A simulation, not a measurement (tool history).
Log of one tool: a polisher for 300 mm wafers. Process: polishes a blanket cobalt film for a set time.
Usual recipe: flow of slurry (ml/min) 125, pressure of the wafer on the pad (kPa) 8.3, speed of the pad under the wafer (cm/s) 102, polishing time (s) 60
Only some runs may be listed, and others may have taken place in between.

run     day  flow of slurry (ml/min)  pressure of the wafer on the pad (kPa)  speed of the pad under the wafer (cm/s)  polishing time (s)  incoming thickness of the incoming film, nm  film removed (nm)
  1       0                      125                                     6.2                                      102                  64                                       1322.9              157.8
  2   0.562                      125                                     8.3                                      102                  60                                       1318.1              200.6
  3   1.304                      135                                     8.3                                      102                  60                                       1332.7              197.3
  4   1.983                      135                                     8.3                                      102                  60                                       1356.1              196.1
  5   2.546                      135                                     8.3                                      102                  60                                       1358.8              197.7
  6   2.867                      125                                     6.2                                      102                  60                                       1348.2              147.4
  7   3.446                      125                                     8.3                                      102                  60                                       1312.4              195.3
  8   3.958                      105                                     8.3                                      102                  60                                         1341              188.7
  9   4.454                      125                                     8.3                                      102                  60                                       1341.3              195.2
 10   4.988                      125                                     8.3                                      102                  60                                       1342.3                193
      5.338  -- worn pad replaced by a new one
 11   5.621                      140                                     8.3                                      116                  60                                       1308.8                226
 12   5.888                      140                                     8.3                                      116                  60                                         1333              225.1
 13     6.7                      140                                     8.3                                      116                  60                                       1332.9              225.6
 14   7.112                      125                                     6.9                                      102                  60                                         1331              168.4
 15   7.471                      125                                     6.9                                      102                  60                                       1335.8              169.3
 16   7.762                      150                                     5.5                                      102                  77                                       1332.8              175.7
 17   8.533                      125                                     8.3                                      118                  66                                       1318.9              249.6
 18   8.983                      155                                     8.3                                      102                  60                                       1315.4              206.4
      9.325  -- slurry nozzle cleaned
 19   9.454                      145                                     6.2                                      102                  60                                       1356.1              150.6
 20   9.733                      125                                     8.3                                      102                  60                                       1319.8              199.6
 21  10.271                      125                                     8.3                                      120                  60                                       1345.8              221.6
 22  10.829                      125                                     8.3                                      102                  43                                       1328.8                142
 23   11.15                      125                                     8.3                                       78                  75                                       1357.5              204.2
 24  11.471                      125                                     8.3                                       74                  48                                       1303.4              127.6
 25  11.838                      125                                     8.3                                      102                  72                                       1325.1              234.7
 26  12.567                      125                                     8.3                                      102                  60                                       1306.8              194.6
 27    13.1                       80                                     9.7                                       68                  60                                       1318.7              158.8
     13.421  -- worn pad replaced by a new one
     13.658  -- head pressure recalibrated
 28  13.679                      125                                     6.9                                      102                  80                                       1313.9              220.3
 29  13.929                      125                                     6.9                                      134                  60                                       1332.2              208.9
 30  14.421                      125                                     8.3                                      102                  60                                         1353              206.5
 31   14.85                      125                                     9.7                                      102                  60                                       1338.4                236
 32  15.438                      165                                     8.3                                      102                  60                                       1342.1              210.5
 33    16.1                      125                                     8.3                                      102                  60                                       1339.4                200
 34  16.408                      110                                     8.3                                      102                  74                                       1334.4              245.7
 35  16.867                      165                                     8.3                                       78                  43                                       1315.1              126.6
 36  17.483                      125                                       9                                       66                  69                                       1332.1              186.6
 37    18.2                       80                                       9                                      102                  60                                       1328.3                198

Measured less the same run without the tool's hidden state. The same run-to-run variation is in both; the gauge's scatter may not be:
Hidden conditions of the tool in this case: removal rate lost through wear of the pad, %; slurry flow missing at the pad, %; deviation of the head's pressure from its setpoint, %.
run  film removed (nm)
  1               -4.1
  2                 -6
  3                 -7
  4               -7.8
  5               -8.7
  6               -6.8
  7               -9.8
  8              -10.2
  9              -11.2
 10              -11.8
 11               -0.9
 12               -1.3
 13               -2.5
 14               -2.3
 15               -2.8
 16               -3.2
 17               -5.8
 18               -5.4
 19               -4.4
 20               -6.3
 21               -7.8
 22               -5.6
 23               -8.5
 24               -5.6
 25              -10.9
 26                -10
 27               -8.8
 28               -0.6
 29               -0.9
 30               -1.6
 31               -2.4
 32                 -3
 33               -3.8
 34               -5.1
 35               -3.1
 36               -5.2
 37               -6.6
